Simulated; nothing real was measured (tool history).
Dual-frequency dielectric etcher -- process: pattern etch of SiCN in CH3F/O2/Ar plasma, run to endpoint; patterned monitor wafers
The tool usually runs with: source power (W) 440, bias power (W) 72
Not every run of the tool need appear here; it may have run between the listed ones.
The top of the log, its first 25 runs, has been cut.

run     day  source power (W)  bias power (W)  incoming incoming film thickness, nm  endpoint time (s)
 26  26.446               440              72                                  9.27               25.2
     28.562  -- wet clean of the chamber
 27  30.904               440              72                                   9.3               24.9
 28  31.517               530              88                                  9.26               21.8
 29  32.267               370              80                                  9.39               25.2
 30  32.838               440              58                                  9.24               26.9
 31  36.075               470              88                                  9.29               22.7
 32      37               440              72                                  9.21               24.8
 33  37.938               440              72                                   9.3                 25
 34  38.496               440              82                                  9.31               23.9
 35    39.4               440              82                                  9.27               23.9

4 options for the next run, each taken on its own from the tool as it stands now. Forecast them:
  A  39.417               440              72                                  9.13                  ?
  B  39.417               370              72                                  9.13                  ?
  C  39.417               500              60                                  9.13                  ?
  D  39.417               400              58                                  9.13                  ?

run  endpoint time (s)
  A               24.7
  B               25.8
  C               25.5
  D               27.5
The same runs, with their run-to-run variation unchanged, on a tool lacking any hidden condition would have given:
run  endpoint time (s)
  A               24.2
  B               25.3
  C                 25
  D               26.9
